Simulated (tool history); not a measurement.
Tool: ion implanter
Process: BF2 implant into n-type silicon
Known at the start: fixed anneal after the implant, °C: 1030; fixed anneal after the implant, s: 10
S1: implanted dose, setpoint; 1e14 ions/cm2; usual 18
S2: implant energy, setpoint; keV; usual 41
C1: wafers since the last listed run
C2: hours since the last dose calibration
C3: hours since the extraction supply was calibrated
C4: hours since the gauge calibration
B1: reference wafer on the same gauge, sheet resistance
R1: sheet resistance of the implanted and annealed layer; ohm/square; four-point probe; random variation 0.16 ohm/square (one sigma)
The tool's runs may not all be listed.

{"run": 1, "hour": 0.0, "S1": 16.91, "S2": 41, "C1": 0, "C2": 1398.6, "C3": 4151.5, "C4": 555.2, "B1": 89.01, "R1": 104.72}
{"hour": 41.4, "done": "gauge calibrated"}
{"run": 2, "hour": 166.2, "S1": 19.1, "S2": 32.5, "C1": 2121, "C2": 1564.8, "C3": 4317.7, "C4": 124.8, "B1": 89.02, "R1": 114.97}
{"run": 3, "hour": 225.8, "S1": 18, "S2": 41, "C1": 760, "C2": 1624.4, "C3": 4377.3, "C4": 184.4, "B1": 89.02, "R1": 103.47}
{"run": 4, "hour": 265.2, "S1": 18, "S2": 41, "C1": 502, "C2": 1663.8, "C3": 4416.7, "C4": 223.8, "B1": 89, "R1": 103.54}
{"run": 5, "hour": 303.5, "S1": 16.16, "S2": 41, "C1": 488, "C2": 1702.1, "C3": 4455, "C4": 262.1, "B1": 89.06, "R1": 105.91}
{"run": 6, "hour": 354.0, "S1": 18, "S2": 41, "C1": 644, "C2": 1752.6, "C3": 4505.5, "C4": 312.6, "B1": 89, "R1": 103.36}
{"run": 7, "hour": 410.5, "S1": 14.44, "S2": 41, "C1": 721, "C2": 1809.1, "C3": 4562, "C4": 369.1, "B1": 88.93, "R1": 108.95}
{"run": 8, "hour": 461.9, "S1": 14.44, "S2": 41, "C1": 656, "C2": 1860.5, "C3": 4613.4, "C4": 420.5, "B1": 88.95, "R1": 109.09}
{"hour": 502.4, "done": "Faraday cup replaced and dose calibrated"}
{"run": 9, "hour": 502.9, "S1": 15.22, "S2": 26.5, "C1": 421, "C2": 0.5, "C3": 4654.4, "C4": 461.5, "B1": 88.97, "R1": 131.16}
{"run": 10, "hour": 560.2, "S1": 13.96, "S2": 31.5, "C1": 731, "C2": 57.8, "C3": 4711.7, "C4": 518.8, "B1": 89.01, "R1": 123.25}
{"run": 11, "hour": 612.0, "S1": 18, "S2": 41, "C1": 661, "C2": 109.6, "C3": 4763.5, "C4": 570.6, "B1": 88.97, "R1": 103.63}
{"hour": 633.9, "done": "extraction supply calibrated"}
{"run": 12, "hour": 637.2, "S1": 18, "S2": 41, "C1": 219, "C2": 134.8, "C3": 3.3, "C4": 595.8, "B1": 88.98, "R1": 103.31}
{"hour": 663.8, "done": "gauge calibrated"}
{"run": 13, "hour": 676.5, "S1": 20.1, "S2": 50, "C1": 501, "C2": 174.1, "C3": 42.6, "C4": 12.7, "B1": 88.96, "R1": 91.92}
{"run": 14, "hour": 719.5, "S1": 18, "S2": 41, "C1": 548, "C2": 217.1, "C3": 85.6, "C4": 55.7, "B1": 88.99, "R1": 103.4}
{"run": 15, "hour": 780.0, "S1": 13.9, "S2": 49.5, "C1": 772, "C2": 277.6, "C3": 146.1, "C4": 116.2, "B1": 89, "R1": 102.52}
{"run": 16, "hour": 829.5, "S1": 16.6, "S2": 41, "C1": 631, "C2": 327.1, "C3": 195.6, "C4": 165.7, "B1": 89.02, "R1": 105.2}
{"run": 17, "hour": 854.6, "S1": 15.57, "S2": 47, "C1": 320, "C2": 352.2, "C3": 220.7, "C4": 190.8, "B1": 89.05, "R1": 100.65}

Forecast each of these 4 alternatives for the next run:
{"run": "A", "hour": 855.0, "S1": 18, "S2": 30.5, "C1": 5, "C2": 352.6, "C3": 221.1, "C4": 191.2, "B1": "?", "R1": "?"}
{"run": "B", "hour": 855.0, "S1": 20.17, "S2": 52, "C1": 5, "C2": 352.6, "C3": 221.1, "C4": 191.2, "B1": "?", "R1": "?"}
{"run": "C", "hour": 855.0, "S1": 22.03, "S2": 37, "C1": 5, "C2": 352.6, "C3": 221.1, "C4": 191.2, "B1": "?", "R1": "?"}
{"run": "D", "hour": 855.0, "S1": 20.49, "S2": 53.5, "C1": 5, "C2": 352.6, "C3": 221.1, "C4": 191.2, "B1": "?", "R1": "?"}

run=A B1=88.98 R1=119.96
run=B B1=88.98 R1=90.47
run=C B1=88.98 R1=106.61
run=D B1=88.98 R1=88.91
Without the tool's hidden state the same runs would have given:
run=A R1=119.96
run=B R1=90.47
run=C R1=106.61
run=D R1=88.91
